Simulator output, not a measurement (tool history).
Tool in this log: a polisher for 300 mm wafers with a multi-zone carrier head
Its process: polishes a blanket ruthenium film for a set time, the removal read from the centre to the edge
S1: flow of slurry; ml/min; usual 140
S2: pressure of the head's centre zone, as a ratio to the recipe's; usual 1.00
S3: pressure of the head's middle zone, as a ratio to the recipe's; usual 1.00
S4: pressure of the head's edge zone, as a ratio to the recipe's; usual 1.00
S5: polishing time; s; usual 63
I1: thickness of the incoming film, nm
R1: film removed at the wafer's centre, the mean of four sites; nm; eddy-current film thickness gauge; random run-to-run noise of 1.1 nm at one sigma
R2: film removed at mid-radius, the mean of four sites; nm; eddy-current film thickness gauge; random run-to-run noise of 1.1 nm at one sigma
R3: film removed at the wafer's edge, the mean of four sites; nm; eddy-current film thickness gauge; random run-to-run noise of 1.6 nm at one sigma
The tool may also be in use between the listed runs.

run	hour	S1	S2	S3	S4	S5	I1	R1	R2	R3
1	0.0	140	1.00	1.00	1.04	70	589.9	124.8	120.9	128.6
2	16.2	140	1.00	1.00	1.04	70	597.8	123.8	120.6	126.9
3	31.3	140	1.00	1.00	1.00	63	592.3	111.2	106.1	116.0
4	41.2	140	1.00	1.00	1.00	63	587.9	114.0	107.1	114.4
# hour 48.6: worn pad replaced by a new one
5	56.8	140	1.00	1.00	1.00	63	583.6	115.0	105.7	115.5
# hour 71.9: carrier head's membrane replaced by a new one
6	72.4	90	1.00	0.88	1.00	81	590.1	116.3	106.1	133.1
7	84.5	140	1.00	1.00	1.00	63	596.2	112.2	106.6	113.6
# hour 92.9: centre zone pressure recalibrated
# hour 100.3: edge zone pressure recalibrated
8	123.7	140	1.00	0.96	1.00	41	582.4	70.3	67.7	76.2
9	134.1	170	1.00	0.93	1.00	63	594.7	113.5	106.2	118.9
10	149.7	140	1.00	1.00	1.07	63	597.3	109.1	107.4	119.0
11	164.1	140	1.00	1.00	1.00	63	586.2	105.4	107.6	116.0
# hour 171.9: slurry nozzle cleaned
# hour 172.6: worn pad replaced by a new one
12	173.1	165	1.00	1.00	1.00	63	593.4	130.6	126.6	127.8
13	198.4	140	0.94	1.05	1.00	54	594.2	103.2	108.2	110.2
14	208.8	140	1.12	0.90	1.06	82	599.5	182.4	148.8	165.1
15	223.3	140	0.89	1.00	1.11	63	588.3	111.9	122.0	130.2
16	234.0	140	1.00	1.00	1.00	63	597.3	122.9	120.8	123.7
17	250.7	140	1.04	0.90	0.95	63	596.1	130.2	111.0	120.3
18	265.3	95	1.00	1.00	1.00	70	589.2	123.2	121.2	129.6
19	273.6	140	1.00	1.00	1.00	63	587.0	123.9	119.8	125.1
20	284.2	140	1.00	1.00	1.00	63	593.4	122.8	119.6	123.4
21	299.0	180	0.94	1.00	1.00	63	595.8	125.5	124.5	125.2

Consider 5 possible next runs. They are alternatives, not a sequence: every one starts from the tool as it was left by run 21. What does each give?
A	299.4	140	1.04	1.00	1.00	63	599.8	?	?	?
B	299.4	95	1.00	1.00	1.00	63	599.8	?	?	?
C	299.4	140	0.90	1.00	1.00	63	599.8	?	?	?
D	299.4	175	1.00	1.00	0.92	63	599.8	?	?	?
E	299.4	140	1.00	0.92	1.07	63	599.8	?	?	?

run	R1	R2	R3
A	127.2	119.7	122.5
B	107.8	107.4	113.9
C	110.0	119.8	122.5
D	129.1	125.6	124.0
E	122.2	112.8	124.8
Without the tool's hidden state the same runs would have given:
run	R1	R2	R3
A	128.4	124.8	126.1
B	111.1	114.0	118.4
C	111.0	124.9	126.1
D	129.1	129.9	127.1
E	123.3	117.7	128.5

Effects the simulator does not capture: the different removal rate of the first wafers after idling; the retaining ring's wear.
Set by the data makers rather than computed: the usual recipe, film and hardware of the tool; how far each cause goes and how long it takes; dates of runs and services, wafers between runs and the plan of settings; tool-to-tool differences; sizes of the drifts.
